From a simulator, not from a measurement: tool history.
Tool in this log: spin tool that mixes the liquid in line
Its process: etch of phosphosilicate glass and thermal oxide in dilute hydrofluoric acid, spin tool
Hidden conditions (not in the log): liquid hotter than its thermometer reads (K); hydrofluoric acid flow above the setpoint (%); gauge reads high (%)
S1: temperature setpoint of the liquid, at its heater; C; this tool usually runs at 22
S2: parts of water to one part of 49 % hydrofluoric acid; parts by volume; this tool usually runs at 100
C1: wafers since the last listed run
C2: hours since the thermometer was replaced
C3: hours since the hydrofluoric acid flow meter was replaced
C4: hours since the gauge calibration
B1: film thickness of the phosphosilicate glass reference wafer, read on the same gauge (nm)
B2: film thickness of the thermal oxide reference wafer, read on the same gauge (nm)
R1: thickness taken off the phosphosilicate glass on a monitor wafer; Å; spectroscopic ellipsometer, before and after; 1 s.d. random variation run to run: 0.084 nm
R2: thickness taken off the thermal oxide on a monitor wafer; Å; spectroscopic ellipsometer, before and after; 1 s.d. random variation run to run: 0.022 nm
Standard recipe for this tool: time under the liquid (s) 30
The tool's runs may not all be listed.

run 1 hour=0 | S1=22 S2=100 time_under_the_liquid_(s)=30 | C1=0 C2=835.1 C3=854.4 C4=425.2 | B1=60.01 B2=39.984 | R1=154.2 R2=13.03
run 2 hour=45.6 | S1=22 S2=100 time_under_the_liquid_(s)=30 | C1=752 C2=880.7 C3=900 C4=470.8 | B1=60.01 B2=39.978 | R1=152.8 R2=13.1
run 3 hour=88 | S1=19 S2=100 time_under_the_liquid_(s)=30 | C1=699 C2=923.1 C3=942.4 C4=513.2 | B1=60.02 B2=39.988 | R1=135.2 R2=11.87
run 4 hour=132.7 | S1=19 S2=100 time_under_the_liquid_(s)=30 | C1=737 C2=967.8 C3=987.1 C4=557.9 | B1=60.03 B2=39.989 | R1=136.5 R2=11.59
run 5 hour=170.4 | S1=22 S2=100 time_under_the_liquid_(s)=30 | C1=621 C2=1005.5 C3=1024.8 C4=595.6 | B1=60.01 B2=39.988 | R1=154.2 R2=13.3
run 6 hour=230.7 | S1=19.5 S2=85 time_under_the_liquid_(s)=30 | C1=994 C2=1065.8 C3=1085.1 C4=655.9 | B1=60.01 B2=39.978 | R1=168.2 R2=14.37
run 7 hour=257.2 | S1=19.5 S2=85 time_under_the_liquid_(s)=30 | C1=437 C2=1092.3 C3=1111.6 C4=682.4 | B1=59.98 B2=39.988 | R1=166.7 R2=13.98
-- hour=300.1 hydrofluoric acid flow meter replaced
run 8 hour=310.2 | S1=22 S2=100 time_under_the_liquid_(s)=30 | C1=857 C2=1145.3 C3=10.1 C4=735.4 | B1=59.98 B2=39.997 | R1=145.3 R2=12.28
run 9 hour=349.7 | S1=22 S2=100 time_under_the_liquid_(s)=30 | C1=651 C2=1184.8 C3=49.6 C4=774.9 | B1=59.99 B2=40.025 | R1=145.1 R2=12.05
run 10 hour=384.5 | S1=22 S2=100 time_under_the_liquid_(s)=30 | C1=573 C2=1219.6 C3=84.4 C4=809.7 | B1=59.98 B2=40.018 | R1=144.7 R2=12.13

What does the tool deliver on the next run?
-- hour=413 thermometer replaced
run 11 hour=413.9 | S1=22 S2=100 time_under_the_liquid_(s)=30 | C1=468 C2=0.9 C3=113.8 C4=839.1 | B1=? B2=? | R1=? R2=?

{"run 11": {"B1": 59.99, "B2": 39.996, "R1": 146.2, "R2": 12.22}}
On a tool with no hidden condition, and with the same random variation, this run would have come out at R1 144.6 Å, R2 12.09 Å.

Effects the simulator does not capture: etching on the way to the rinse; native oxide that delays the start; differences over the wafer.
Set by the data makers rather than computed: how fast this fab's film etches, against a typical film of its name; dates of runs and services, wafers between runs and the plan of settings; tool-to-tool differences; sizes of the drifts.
